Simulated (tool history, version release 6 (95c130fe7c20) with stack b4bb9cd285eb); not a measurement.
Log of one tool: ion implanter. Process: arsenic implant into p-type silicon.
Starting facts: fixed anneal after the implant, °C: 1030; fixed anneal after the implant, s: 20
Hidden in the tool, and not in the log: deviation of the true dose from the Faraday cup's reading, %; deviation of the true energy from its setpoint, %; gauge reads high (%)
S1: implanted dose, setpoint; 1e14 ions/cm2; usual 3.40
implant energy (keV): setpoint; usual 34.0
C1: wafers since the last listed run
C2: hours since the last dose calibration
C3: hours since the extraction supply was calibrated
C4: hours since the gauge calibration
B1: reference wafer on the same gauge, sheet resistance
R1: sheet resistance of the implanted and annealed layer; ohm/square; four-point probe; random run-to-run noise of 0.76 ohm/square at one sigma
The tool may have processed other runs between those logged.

{"run": 1, "day": 0.0, "S1": 3.4, "implant energy (keV)": 30.0, "C1": 0, "C2": 1041.2, "C3": 4859.6, "C4": 147.2, "B1": 301.84, "R1": 258.39}
{"run": 2, "day": 1.4, "S1": 3.4, "implant energy (keV)": 34.0, "C1": 532, "C2": 1074.8, "C3": 4893.2, "C4": 180.8, "B1": 301.81, "R1": 251.95}
{"run": 3, "day": 2.638, "S1": 3.4, "implant energy (keV)": 34.0, "C1": 470, "C2": 1104.5, "C3": 4922.9, "C4": 210.5, "B1": 302.11, "R1": 252.13}
{"run": 4, "day": 3.658, "S1": 3.4, "implant energy (keV)": 34.0, "C1": 388, "C2": 1129.0, "C3": 4947.4, "C4": 235.0, "B1": 301.92, "R1": 253.98}
{"run": 5, "day": 4.417, "S1": 3.4, "implant energy (keV)": 29.5, "C1": 288, "C2": 1147.2, "C3": 4965.6, "C4": 253.2, "B1": 301.83, "R1": 258.45}
{"run": 6, "day": 5.558, "S1": 3.4, "implant energy (keV)": 29.5, "C1": 434, "C2": 1174.6, "C3": 4993.0, "C4": 280.6, "B1": 301.68, "R1": 257.92}
{"run": 7, "day": 6.983, "S1": 3.06, "implant energy (keV)": 34.0, "C1": 541, "C2": 1208.8, "C3": 5027.2, "C4": 314.8, "B1": 301.95, "R1": 272.17}
{"run": 8, "day": 8.2, "S1": 3.4, "implant energy (keV)": 34.0, "C1": 462, "C2": 1238.0, "C3": 5056.4, "C4": 344.0, "B1": 302.2, "R1": 253.01}
{"run": 9, "day": 8.871, "S1": 3.4, "implant energy (keV)": 34.0, "C1": 255, "C2": 1254.1, "C3": 5072.5, "C4": 360.1, "B1": 301.69, "R1": 251.01}
{"run": 10, "day": 9.625, "S1": 3.4, "implant energy (keV)": 34.0, "C1": 286, "C2": 1272.2, "C3": 5090.6, "C4": 378.2, "B1": 302.05, "R1": 252.23}
{"day": 10.05, "done": "gauge calibrated"}
{"run": 11, "day": 10.983, "S1": 3.4, "implant energy (keV)": 34.0, "C1": 516, "C2": 1304.8, "C3": 5123.2, "C4": 22.4, "B1": 301.93, "R1": 251.56}
{"run": 12, "day": 12.829, "S1": 3.01, "implant energy (keV)": 43.0, "C1": 701, "C2": 1349.1, "C3": 5167.5, "C4": 66.7, "B1": 301.77, "R1": 267.73}
{"day": 14.3, "done": "extraction supply calibrated"}
{"run": 13, "day": 14.321, "S1": 3.4, "implant energy (keV)": 34.0, "C1": 440, "C2": 1384.9, "C3": 0.5, "C4": 102.5, "B1": 302.33, "R1": 252.61}
{"run": 14, "day": 15.446, "S1": 2.48, "implant energy (keV)": 39.0, "C1": 427, "C2": 1411.9, "C3": 27.5, "C4": 129.5, "B1": 301.92, "R1": 313.06}
{"run": 15, "day": 16.088, "S1": 3.4, "implant energy (keV)": 34.0, "C1": 243, "C2": 1427.3, "C3": 42.9, "C4": 144.9, "B1": 301.78, "R1": 251.34}
{"run": 16, "day": 17.5, "S1": 3.08, "implant energy (keV)": 28.0, "C1": 537, "C2": 1461.2, "C3": 76.8, "C4": 178.8, "B1": 301.87, "R1": 278.43}
{"day": 18.671, "done": "Faraday cup replaced and dose calibrated"}
{"run": 17, "day": 18.692, "S1": 3.4, "implant energy (keV)": 34.0, "C1": 326, "C2": 0.5, "C3": 105.4, "C4": 207.4, "B1": 302.46, "R1": 258.31}
{"run": 18, "day": 19.267, "S1": 4.15, "implant energy (keV)": 29.5, "C1": 218, "C2": 14.3, "C3": 119.2, "C4": 221.2, "B1": 302.21, "R1": 225.03}
{"run": 19, "day": 20.312, "S1": 3.4, "implant energy (keV)": 42.0, "C1": 397, "C2": 39.4, "C3": 144.3, "C4": 246.3, "B1": 302.23, "R1": 250.27}
{"run": 20, "day": 21.146, "S1": 3.4, "implant energy (keV)": 34.0, "C1": 316, "C2": 59.4, "C3": 164.3, "C4": 266.3, "B1": 301.8, "R1": 258.0}
{"run": 21, "day": 22.546, "S1": 3.88, "implant energy (keV)": 39.0, "C1": 532, "C2": 93.0, "C3": 197.9, "C4": 299.9, "B1": 301.46, "R1": 228.65}
{"run": 22, "day": 23.308, "S1": 4.37, "implant energy (keV)": 44.5, "C1": 289, "C2": 111.3, "C3": 216.2, "C4": 318.2, "B1": 302.12, "R1": 204.92}
{"run": 23, "day": 24.35, "S1": 2.82, "implant energy (keV)": 34.0, "C1": 396, "C2": 136.3, "C3": 241.2, "C4": 343.2, "B1": 301.63, "R1": 296.38}
{"run": 24, "day": 25.438, "S1": 2.6, "implant energy (keV)": 29.5, "C1": 413, "C2": 162.4, "C3": 267.3, "C4": 369.3, "B1": 302.19, "R1": 320.73}
{"run": 25, "day": 26.217, "S1": 2.49, "implant energy (keV)": 37.0, "C1": 296, "C2": 181.1, "C3": 286.0, "C4": 388.0, "B1": 301.45, "R1": 322.75}
{"run": 26, "day": 27.712, "S1": 2.54, "implant energy (keV)": 29.5, "C1": 568, "C2": 217.0, "C3": 321.9, "C4": 423.9, "B1": 302.04, "R1": 325.33}

What if the next run were any one of these 3? Each begins from the tool's condition after run 26:
{"run": "A", "day": 27.729, "S1": 3.4, "implant energy (keV)": 34.0, "C1": 6, "C2": 217.4, "C3": 322.3, "C4": 424.3, "B1": "?", "R1": "?"}
{"run": "B", "day": 27.729, "S1": 2.85, "implant energy (keV)": 40.5, "C1": 6, "C2": 217.4, "C3": 322.3, "C4": 424.3, "B1": "?", "R1": "?"}
{"run": "C", "day": 27.729, "S1": 4.2, "implant energy (keV)": 37.5, "C1": 6, "C2": 217.4, "C3": 322.3, "C4": 424.3, "B1": "?", "R1": "?"}

run=A B1=301.48 R1=257.48
run=B B1=301.48 R1=287.17
run=C B1=301.48 R1=215.97
The same runs, with their run-to-run variation unchanged, on a tool lacking any hidden condition would have given:
run=A R1=258.69
run=B R1=288.49
run=C R1=216.99
